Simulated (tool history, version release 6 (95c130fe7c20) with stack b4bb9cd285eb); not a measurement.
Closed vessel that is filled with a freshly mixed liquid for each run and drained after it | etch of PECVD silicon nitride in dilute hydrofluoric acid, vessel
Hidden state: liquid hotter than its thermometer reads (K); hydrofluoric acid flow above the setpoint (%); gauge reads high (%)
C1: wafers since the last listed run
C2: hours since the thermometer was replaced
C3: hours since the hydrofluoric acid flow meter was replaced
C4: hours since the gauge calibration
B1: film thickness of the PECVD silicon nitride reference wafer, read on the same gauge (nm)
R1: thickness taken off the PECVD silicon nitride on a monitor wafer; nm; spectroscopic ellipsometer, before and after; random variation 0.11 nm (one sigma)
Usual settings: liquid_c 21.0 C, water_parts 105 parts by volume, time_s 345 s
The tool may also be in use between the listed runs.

{"run": 1, "day": 0.0, "liquid_c": 21.0, "water_parts": 105, "time_s": 345, "C1": 0, "C2": 2160.4, "C3": 65.3, "C4": 79.6, "B1": 121.36, "R1": 12.9}
{"run": 2, "day": 1.667, "liquid_c": 21.0, "water_parts": 105, "time_s": 345, "C1": 2584, "C2": 2200.4, "C3": 105.3, "C4": 119.6, "B1": 121.32, "R1": 12.66}
{"run": 3, "day": 4.5, "liquid_c": 21.0, "water_parts": 105, "time_s": 345, "C1": 4393, "C2": 2268.4, "C3": 173.3, "C4": 187.6, "B1": 121.39, "R1": 12.48}
{"run": 4, "day": 7.704, "liquid_c": 21.0, "water_parts": 105, "time_s": 345, "C1": 4968, "C2": 2345.3, "C3": 250.2, "C4": 264.5, "B1": 121.42, "R1": 12.75}
{"day": 8.921, "done": "thermometer replaced"}
{"run": 5, "day": 10.888, "liquid_c": 22.0, "water_parts": 105, "time_s": 345, "C1": 4871, "C2": 47.2, "C3": 326.6, "C4": 340.9, "B1": 121.44, "R1": 13.59}
{"run": 6, "day": 13.021, "liquid_c": 22.0, "water_parts": 105, "time_s": 345, "C1": 3307, "C2": 98.4, "C3": 377.8, "C4": 392.1, "B1": 121.5, "R1": 13.62}
{"run": 7, "day": 14.888, "liquid_c": 22.0, "water_parts": 105, "time_s": 345, "C1": 2894, "C2": 143.2, "C3": 422.6, "C4": 436.9, "B1": 121.51, "R1": 13.73}
{"run": 8, "day": 18.746, "liquid_c": 18.0, "water_parts": 105, "time_s": 455, "C1": 5982, "C2": 235.8, "C3": 515.2, "C4": 529.5, "B1": 121.6, "R1": 13.8}
{"run": 9, "day": 20.354, "liquid_c": 21.0, "water_parts": 105, "time_s": 270, "C1": 2493, "C2": 274.4, "C3": 553.8, "C4": 568.1, "B1": 121.62, "R1": 10.0}
{"run": 10, "day": 24.338, "liquid_c": 21.0, "water_parts": 105, "time_s": 270, "C1": 6176, "C2": 370.0, "C3": 649.4, "C4": 663.7, "B1": 121.75, "R1": 9.85}
{"run": 11, "day": 27.058, "liquid_c": 17.5, "water_parts": 65, "time_s": 430, "C1": 4218, "C2": 435.3, "C3": 714.7, "C4": 729.0, "B1": 121.79, "R1": 20.13}
{"run": 12, "day": 29.062, "liquid_c": 21.0, "water_parts": 105, "time_s": 345, "C1": 3107, "C2": 483.4, "C3": 762.8, "C4": 777.1, "B1": 121.86, "R1": 12.71}
{"day": 30.254, "done": "hydrofluoric acid flow meter replaced"}
{"run": 13, "day": 30.875, "liquid_c": 21.0, "water_parts": 55, "time_s": 545, "C1": 2745, "C2": 526.9, "C3": 14.9, "C4": 820.6, "B1": 121.93, "R1": 38.68}
{"run": 14, "day": 34.179, "liquid_c": 24.0, "water_parts": 85, "time_s": 415, "C1": 5123, "C2": 606.2, "C3": 94.2, "C4": 899.9, "B1": 122.04, "R1": 23.19}
{"run": 15, "day": 36.092, "liquid_c": 24.5, "water_parts": 80, "time_s": 255, "C1": 2965, "C2": 652.1, "C3": 140.1, "C4": 945.8, "B1": 122.07, "R1": 15.46}
{"run": 16, "day": 40.35, "liquid_c": 19.0, "water_parts": 125, "time_s": 150, "C1": 6602, "C2": 754.3, "C3": 242.3, "C4": 1048.0, "B1": 122.28, "R1": 4.08}
{"run": 17, "day": 42.738, "liquid_c": 18.5, "water_parts": 70, "time_s": 145, "C1": 3701, "C2": 811.6, "C3": 299.6, "C4": 1105.3, "B1": 122.38, "R1": 6.87}
{"run": 18, "day": 46.054, "liquid_c": 21.0, "water_parts": 105, "time_s": 345, "C1": 5142, "C2": 891.2, "C3": 379.2, "C4": 1184.9, "B1": 122.57, "R1": 12.92}
{"run": 19, "day": 48.983, "liquid_c": 21.0, "water_parts": 120, "time_s": 440, "C1": 4541, "C2": 961.5, "C3": 449.5, "C4": 1255.2, "B1": 122.67, "R1": 14.7}
{"run": 20, "day": 52.408, "liquid_c": 17.5, "water_parts": 135, "time_s": 185, "C1": 5310, "C2": 1043.7, "C3": 531.7, "C4": 1337.4, "B1": 122.91, "R1": 4.24}
{"run": 21, "day": 54.329, "liquid_c": 21.0, "water_parts": 105, "time_s": 345, "C1": 2978, "C2": 1089.8, "C3": 577.8, "C4": 1383.5, "B1": 122.97, "R1": 12.9}
{"run": 22, "day": 58.088, "liquid_c": 17.0, "water_parts": 130, "time_s": 190, "C1": 5827, "C2": 1180.0, "C3": 668.0, "C4": 1473.7, "B1": 123.19, "R1": 4.39}
{"run": 23, "day": 62.392, "liquid_c": 21.0, "water_parts": 105, "time_s": 345, "C1": 6673, "C2": 1283.3, "C3": 771.3, "C4": 1577.0, "B1": 123.45, "R1": 12.91}
{"day": 65.238, "done": "hydrofluoric acid flow meter replaced"}
{"run": 24, "day": 66.842, "liquid_c": 17.5, "water_parts": 60, "time_s": 185, "C1": 6835, "C2": 1390.1, "C3": 38.5, "C4": 1683.8, "B1": 123.74, "R1": 9.35}
{"run": 25, "day": 70.425, "liquid_c": 17.0, "water_parts": 105, "time_s": 345, "C1": 5555, "C2": 1476.1, "C3": 124.5, "C4": 1769.8, "B1": 123.99, "R1": 9.87}
{"run": 26, "day": 74.75, "liquid_c": 21.0, "water_parts": 150, "time_s": 345, "C1": 6705, "C2": 1579.9, "C3": 228.3, "C4": 1873.6, "B1": 124.35, "R1": 9.3}
{"run": 27, "day": 78.712, "liquid_c": 18.5, "water_parts": 65, "time_s": 345, "C1": 6143, "C2": 1675.0, "C3": 323.4, "C4": 1968.7, "B1": 124.64, "R1": 17.74}
{"run": 28, "day": 81.233, "liquid_c": 23.5, "water_parts": 105, "time_s": 225, "C1": 3908, "C2": 1735.5, "C3": 383.9, "C4": 2029.2, "B1": 124.82, "R1": 10.07}
{"run": 29, "day": 84.804, "liquid_c": 21.0, "water_parts": 105, "time_s": 230, "C1": 5536, "C2": 1821.2, "C3": 469.6, "C4": 2114.9, "B1": 125.16, "R1": 8.75}
{"run": 30, "day": 88.625, "liquid_c": 21.0, "water_parts": 105, "time_s": 155, "C1": 5924, "C2": 1912.9, "C3": 561.3, "C4": 2206.6, "B1": 125.43, "R1": 5.96}
{"run": 31, "day": 90.929, "liquid_c": 21.0, "water_parts": 105, "time_s": 245, "C1": 3572, "C2": 1968.2, "C3": 616.6, "C4": 2261.9, "B1": 125.66, "R1": 9.44}

Measured less the same run without the tool's hidden state. The same run-to-run variation is in both; the gauge's scatter may not be:
run=1 R1=+0.14
run=2 R1=+0.14
run=3 R1=+0.14
run=4 R1=+0.15
run=5 R1=+0.16
run=6 R1=+0.17
run=7 R1=+0.18
run=8 R1=+0.18
run=9 R1=+0.14
run=10 R1=+0.14
run=11 R1=+0.30
run=12 R1=+0.19
run=13 R1=+0.60
run=14 R1=+0.39
run=15 R1=+0.27
run=16 R1=+0.08
run=17 R1=+0.13
run=18 R1=+0.27
run=19 R1=+0.32
run=20 R1=+0.10
run=21 R1=+0.32
run=22 R1=+0.11
run=23 R1=+0.36
run=24 R1=+0.28
run=25 R1=+0.32
run=26 R1=+0.32
run=27 R1=+0.66
run=28 R1=+0.39
run=29 R1=+0.36
run=30 R1=+0.26
run=31 R1=+0.43
